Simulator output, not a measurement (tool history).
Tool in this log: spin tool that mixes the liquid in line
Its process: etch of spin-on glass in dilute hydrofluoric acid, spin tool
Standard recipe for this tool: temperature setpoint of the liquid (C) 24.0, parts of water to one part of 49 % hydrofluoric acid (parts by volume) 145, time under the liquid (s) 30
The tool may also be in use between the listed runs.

run,day,temperature setpoint of the liquid (C),parts of water to one part of 49 % hydrofluoric acid (parts by volume),time under the liquid (s),wafers since the last listed run,hours since the thermometer was replaced,hours since the hydrofluoric acid flow meter was replaced,hours since the gauge calibration,"read-back film thickness of the spin-on glass reference wafer, read on the same gauge (nm)",thickness taken off the spin-on glass on a monitor wafer (nm)
1,0.000,21.5,145,30,0,1584.6,541.8,1424.2,150.01,5.00
2,1.912,21.5,145,30,624,1630.5,587.7,1470.1,150.00,5.06
3,4.850,21.5,145,30,958,1701.0,658.2,1540.6,149.98,5.04
4,5.908,20.5,145,30,345,1726.4,683.6,1566.0,150.01,4.81
5,8.525,24.0,145,30,853,1789.2,746.4,1628.8,150.03,5.56
6,12.750,24.0,145,30,1378,1890.6,847.8,1730.2,150.00,5.51
7,14.792,24.0,110,30,666,1939.6,896.8,1779.2,149.99,7.48
8,16.488,24.0,110,30,553,1980.3,937.5,1819.9,150.00,7.56
9,24.583,24.0,110,30,2641,2174.6,1131.8,2014.2,150.01,7.44
10,25.917,24.0,145,20,435,2206.6,1163.8,2046.2,149.99,3.63
# day 28.058: thermometer replaced
11,29.696,24.0,145,35,1219,39.3,1254.5,2136.9,149.96,6.32
12,32.321,19.0,145,50,856,102.3,1317.5,2199.9,150.04,7.37
13,34.833,24.0,145,30,819,162.6,1377.8,2260.2,149.98,5.34
14,36.000,26.0,120,30,380,190.6,1405.8,2288.2,150.00,7.22
15,38.483,24.0,165,15,810,250.2,1465.4,2347.8,149.97,2.28
16,40.350,24.0,145,30,609,295.0,1510.2,2392.6,149.99,5.36
17,42.725,27.0,190,20,774,352.0,1567.2,2449.6,150.00,2.87
18,45.117,24.0,165,30,780,409.4,1624.6,2507.0,150.04,4.52
19,47.650,20.5,80,15,826,470.2,1685.4,2567.8,149.98,4.53
20,50.371,19.5,210,25,887,535.5,1750.7,2633.1,150.01,2.38
21,52.525,21.5,145,30,702,587.2,1802.4,2684.8,150.01,4.74
22,54.058,24.0,145,45,500,624.0,1839.2,2721.6,150.00,7.85
# day 56.283: hydrofluoric acid flow meter replaced
23,56.796,27.5,80,35,879,689.7,12.3,2787.3,149.98,14.94
# day 57.375: gauge calibrated
24,58.912,24.0,175,30,690,740.5,63.1,36.9,150.02,4.56
25,60.767,20.5,145,35,604,785.0,107.6,81.4,150.00,5.78
26,63.525,20.0,145,30,899,851.2,173.8,147.6,149.98,4.81
27,65.538,21.5,145,35,656,899.5,222.1,195.9,150.01,6.01
28,66.758,20.5,120,15,398,928.8,251.4,225.2,149.97,3.01
29,68.342,24.0,110,50,516,966.8,289.4,263.2,150.00,12.82
30,70.946,27.0,125,20,849,1029.3,351.9,325.7,150.00,4.88
31,73.304,19.5,80,15,769,1085.9,408.5,382.3,149.98,4.53
32,75.958,24.0,145,30,865,1149.6,472.2,446.0,150.00,5.56
33,78.758,21.5,85,25,913,1216.8,539.4,513.2,149.98,7.63
34,81.375,24.0,145,30,853,1279.6,602.2,576.0,150.06,5.52

Describe how what the log doesn't record of the tool's condition differs between the last listed run preceding each entry between runs and the first listed run following it.
From run 10 to run 11: thermometer replaced (day 28.058)
  hydrofluoric acid flow below the setpoint (%): 4.37 -> 4.68
  measured minus no-state result, thickness taken off the spin-on glass on a monitor wafer (nm): -0.19 -> -0.37
From run 22 to run 23: hydrofluoric acid flow meter replaced (day 56.283)
  hydrofluoric acid flow below the setpoint (%): 6.71 -> 0.798
  measured minus no-state result, thickness taken off the spin-on glass on a monitor wafer (nm): -0.67 -> -0.13
From run 23 to run 24: gauge calibrated (day 57.375)
  hydrofluoric acid flow below the setpoint (%): 0.798 -> 0.975
  measured minus no-state result, thickness taken off the spin-on glass on a monitor wafer (nm): -0.13 -> -0.05
